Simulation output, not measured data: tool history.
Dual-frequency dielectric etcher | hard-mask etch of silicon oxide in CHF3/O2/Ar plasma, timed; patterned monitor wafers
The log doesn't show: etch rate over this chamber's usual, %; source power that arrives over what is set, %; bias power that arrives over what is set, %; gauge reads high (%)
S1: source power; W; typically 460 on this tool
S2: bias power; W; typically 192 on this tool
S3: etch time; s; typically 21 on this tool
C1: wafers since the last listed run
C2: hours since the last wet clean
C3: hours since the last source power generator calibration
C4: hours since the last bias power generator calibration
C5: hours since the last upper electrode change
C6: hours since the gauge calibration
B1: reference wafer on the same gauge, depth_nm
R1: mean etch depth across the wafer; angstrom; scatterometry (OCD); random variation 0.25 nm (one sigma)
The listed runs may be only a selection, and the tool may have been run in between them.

run   hour   S1   S2    S3   C1     C2      C3      C4      C5     C6     B1     R1
  1      0  460  192    21    0  565.7  3329.8  4807.7  4352.7  137.8  40.35  407.1
  2    7.5  460  192    21   86  573.2  3337.3  4815.2  4360.2  145.3  40.58  405.5
  3     22  460  192    21  166  587.7  3351.8  4829.7  4374.7  159.8   40.6  407.9
  4   34.7  460  158    19  146  600.4  3364.5  4842.4  4387.4  172.5  40.45  357.5
  5   45.9  460  158    19  128  611.6  3375.7  4853.6  4398.6  183.7  40.57    357
      90.4  -- wet clean of the chamber
  6   92.2  460  212    21  256    1.8    3422  4899.9  4444.9    230  40.47  396.1
  7  105.9  460  212    21  157   15.5  3435.7  4913.6  4458.6  243.7  40.41  400.2
  8  118.1  460  212    21  140   27.7  3447.9  4925.8  4470.8  255.9  40.54  396.2
  9  127.2  460  192    21  104   36.8    3457  4934.9  4479.9    265  40.59  392.7
 10  141.9  460  192  22.5  169   51.5  3471.7  4949.6  4494.6  279.7  40.53  415.5
 11  148.9  460  192  22.5   80   58.5  3478.7  4956.6  4501.6  286.7  40.65  420.1
     157.5  -- gauge calibrated
     165.9  -- bias power generator calibrated
 12  166.4  550  218    26  155     76  3496.2     0.5  4519.1    8.9   40.6  534.8
 13    169  510  179    16   29   78.6  3498.8     3.1  4521.7   11.5  40.57  307.1
 14  181.4  460  192  22.5  142     91  3511.2    15.5  4534.1   23.9  40.58  417.9
 15  191.8  460  219    21  119  101.4  3521.6    25.9  4544.5   34.3  40.51  403.4
     223.1  -- upper electrode replaced
 16  223.6  460  165    21   89  133.2  3553.4    57.7     0.5   66.1  40.52  384.6
 17  223.9  550  229  16.5    3  133.5  3553.7      58     0.8   66.4  40.43  342.6
 18  224.2  460  192    21    3  133.8    3554    58.3     1.1   66.7  40.44  390.7
 19  234.1  410  237    26  113  143.7  3563.9    68.2      11   76.6  40.57  484.7
 20  240.8  460  192    21   77  150.4  3570.6    74.9    17.7   83.3  40.42  394.6
 21  254.3  380  158    21  155  163.9  3584.1    88.4    31.2   96.8  40.61  348.7
     259.8  -- source power generator calibrated
 22  267.9  580  173    19  110  177.5     8.1     102    44.8  110.4  40.54  386.5
 23  277.9  390  192    21  114  187.5    18.1     112    54.8  120.4  40.61  367.1
 24  284.9  510  192    21   80  194.5    25.1     119    61.8  127.4  40.55  411.5
 25  300.2  460  192    17  175  209.8    40.4   134.3    77.1  142.7  40.43  320.6
 26  312.3  380  172    21  139  221.9    52.5   146.4    89.2  154.8  40.47  354.3
 27  320.2  420  192  25.5   90  229.8    60.4   154.3    97.1  162.7  40.38  461.2
 28  332.4  420  207  24.5  140    242    72.6   166.5   109.3  174.9  40.45  451.8
 29  344.5  460  192    21  139  254.1    84.7   178.6   121.4    187  40.35  399.8
 30  361.3  460  192    27  193  270.9   101.5   195.4   138.2  203.8  40.42  507.6

Below, some changes in R1 between adjacent runs. For each, the amount present without the hidden state too (settings, incoming material, random variation) and the amount remaining for the hidden state with gauge scatter not shared by both compared results:
Run 5 -> 6: S2 158 -> 212, S3 19 -> 21, wet clean of the chamber. R1 +39.1 angstrom: hidden state -17, all else +56.1.
Run 11 -> 12: S1 460 -> 550, S2 192 -> 218, S3 22.5 -> 26, gauge calibrated, bias power generator calibrated. R1 +114.7 angstrom: hidden state +1.2, all else +113.5.
Run 12 -> 13: S1 550 -> 510, S2 218 -> 179, S3 26 -> 16. R1 -227.7 angstrom: hidden state -1.1, all else -226.6.
Run 13 -> 14: S1 510 -> 460, S2 179 -> 192, S3 16 -> 22.5. R1 +110.8 angstrom: hidden state +1.1, all else +109.7.
Run 26 -> 27: S1 380 -> 420, S2 172 -> 192, S3 21 -> 25.5. R1 +106.9 angstrom: hidden state +2.3, all else +104.6.
Run 29 -> 30: S3 21 -> 27. R1 +107.8 angstrom: hidden state +2.9, all else +104.9.
